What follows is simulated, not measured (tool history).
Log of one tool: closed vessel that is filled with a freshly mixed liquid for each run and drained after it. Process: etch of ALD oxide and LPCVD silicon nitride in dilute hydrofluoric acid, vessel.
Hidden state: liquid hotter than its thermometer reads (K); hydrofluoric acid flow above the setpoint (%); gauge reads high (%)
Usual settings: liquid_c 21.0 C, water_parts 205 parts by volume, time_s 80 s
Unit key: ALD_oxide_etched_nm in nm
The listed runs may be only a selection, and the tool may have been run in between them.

run     day  liquid_c  water_parts  time_s  wafers since the last listed run  hours since the thermometer was replaced  hours since the hydrofluoric acid flow meter was replaced  hours since the gauge calibration  read-back film thickness of the ALD oxide reference wafer, read on the same gauge (nm)  ALD_oxide_etched_nm
  1   0.000      19.0          205      80                                 0                                     523.3                                                      296.4                             3425.9                                                                                   49.99                 6.50
  2   2.492      19.0          205      80                              6973                                     583.1                                                      356.2                             3485.7                                                                                   50.02                 6.53
  3   4.542      19.0          205      80                              5737                                     632.3                                                      405.4                             3534.9                                                                                   50.00                 6.46
  4   8.558      21.0          205      80                             11241                                     728.7                                                      501.8                             3631.3                                                                                   50.06                 7.05
  5  11.629      18.5          145      35                              8594                                     802.4                                                      575.5                             3705.0                                                                                   49.99                 4.21
  6  13.300      21.0          275      55                              4676                                     842.5                                                      615.6                             3745.1                                                                                   50.01                 3.41
  7  15.762      21.0          205      80                              6891                                     901.6                                                      674.7                             3804.2                                                                                   49.98                 7.06
  8  19.871      21.0          205      80                             11498                                    1000.2                                                      773.3                             3902.8                                                                                   50.04                 7.09
  9  21.612      24.5          205      35                              4874                                    1042.0                                                      815.1                             3944.6                                                                                   50.02                 3.55
 10  24.746      25.0          245      80                              8769                                    1117.2                                                      890.3                             4019.8                                                                                   50.00                 6.69
     25.667  -- gauge calibrated
 11  27.567      25.0          205     120                              7894                                    1184.9                                                      958.0                               45.6                                                                                   50.06                12.59
 12  30.083      17.0          205      80                              7043                                    1245.3                                                     1018.4                              106.0                                                                                   49.99                 6.10

Forecast run 13:
 13  33.392      21.0          205      80                              9259                                    1324.7                                                     1097.8                              185.4                                                                                       ?                    ?

{"run 13": {"read-back film thickness of the ALD oxide reference wafer, read on the same gauge (nm)": 49.98, "ALD_oxide_etched_nm": 7.17}}
On a tool with no hidden condition, and with the same random variation, this run would have come out at ALD_oxide_etched_nm 6.94 nm.
